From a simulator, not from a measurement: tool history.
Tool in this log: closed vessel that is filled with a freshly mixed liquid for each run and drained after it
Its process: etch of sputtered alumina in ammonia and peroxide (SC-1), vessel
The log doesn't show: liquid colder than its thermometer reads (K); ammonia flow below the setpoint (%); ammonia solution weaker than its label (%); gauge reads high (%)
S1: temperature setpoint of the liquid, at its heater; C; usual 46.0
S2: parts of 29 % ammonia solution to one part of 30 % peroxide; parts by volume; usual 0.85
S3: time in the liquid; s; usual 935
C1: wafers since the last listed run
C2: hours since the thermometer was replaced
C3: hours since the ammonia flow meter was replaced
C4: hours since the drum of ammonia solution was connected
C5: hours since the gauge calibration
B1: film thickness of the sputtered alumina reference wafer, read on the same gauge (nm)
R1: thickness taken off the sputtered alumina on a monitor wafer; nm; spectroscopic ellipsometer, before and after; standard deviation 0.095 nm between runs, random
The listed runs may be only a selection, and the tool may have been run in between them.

run	day	S1	S2	S3	C1	C2	C3	C4	C5	B1	R1
1	0.000	46.0	0.85	935	0	2761.4	1526.0	490.8	201.1	119.98	35.89
2	0.658	46.0	0.85	935	1038	2777.2	1541.8	506.6	216.9	120.01	35.92
3	1.479	46.0	0.85	935	1295	2796.9	1561.5	526.3	236.6	119.99	35.94
4	2.025	46.0	0.70	935	861	2810.0	1574.6	539.4	249.7	120.02	35.32
5	3.254	46.0	0.70	935	1939	2839.5	1604.1	568.9	279.2	119.98	35.15
6	4.071	46.0	0.85	935	1288	2859.1	1623.7	588.5	298.8	119.99	35.84
7	4.775	46.0	0.85	935	1111	2876.0	1640.6	605.4	315.7	120.05	35.77
8	5.871	51.5	0.70	935	1729	2902.3	1666.9	631.7	342.0	120.04	47.86
9	7.058	51.5	0.70	935	1873	2930.8	1695.4	660.2	370.5	119.98	47.68
10	7.658	51.5	0.70	935	946	2945.2	1709.8	674.6	384.9	120.00	47.70
11	8.342	46.0	0.70	645	1078	2961.6	1726.2	691.0	401.3	119.96	24.09
12	9.700	46.0	0.85	935	2143	2994.2	1758.8	723.6	433.9	120.06	35.65
13	11.188	46.0	0.85	935	2347	3029.9	1794.5	759.3	469.6	120.00	35.53
14	11.729	46.0	0.85	935	854	3042.9	1807.5	772.3	482.6	120.03	35.56
# day 12.283: new drum of ammonia solution connected
# day 12.571: ammonia flow meter replaced
15	12.954	52.0	0.75	1335	1801	3072.3	9.2	16.1	512.0	119.99	70.85
16	14.288	46.0	0.85	935	2103	3104.3	41.2	48.1	544.0	120.00	35.83
17	15.192	40.5	0.85	935	1426	3126.0	62.9	69.8	565.7	120.00	25.98
18	16.450	46.0	0.85	935	1985	3156.2	93.1	100.0	595.9	119.97	35.72
# day 17.512: thermometer replaced
19	17.729	49.0	0.85	1300	1952	5.2	123.8	130.7	626.6	120.04	63.74
# day 19.179: gauge calibrated
20	21.817	51.5	0.70	935	6449	103.3	221.9	228.8	63.3	119.97	51.10
21	22.496	46.0	1.00	725	1071	119.6	238.2	245.1	79.6	120.01	30.31
22	23.500	46.0	0.85	935	1584	143.7	262.3	269.2	103.7	119.98	38.46
23	24.688	46.0	0.85	935	1873	172.2	290.8	297.7	132.2	119.97	38.50
24	25.354	38.0	0.70	700	1051	188.2	306.8	313.7	148.2	120.00	17.69
25	26.721	46.0	0.85	615	2156	221.0	339.6	346.5	181.0	120.02	25.28

Run 26 comes next. What will it give?
26	27.912	46.0	0.60	1130	1880	249.6	368.2	375.1	209.6	?	?

B1: 120.02
R1: 44.68 nm
Minus the tool's unlogged condition, the same run would have read R1 45.78 nm.
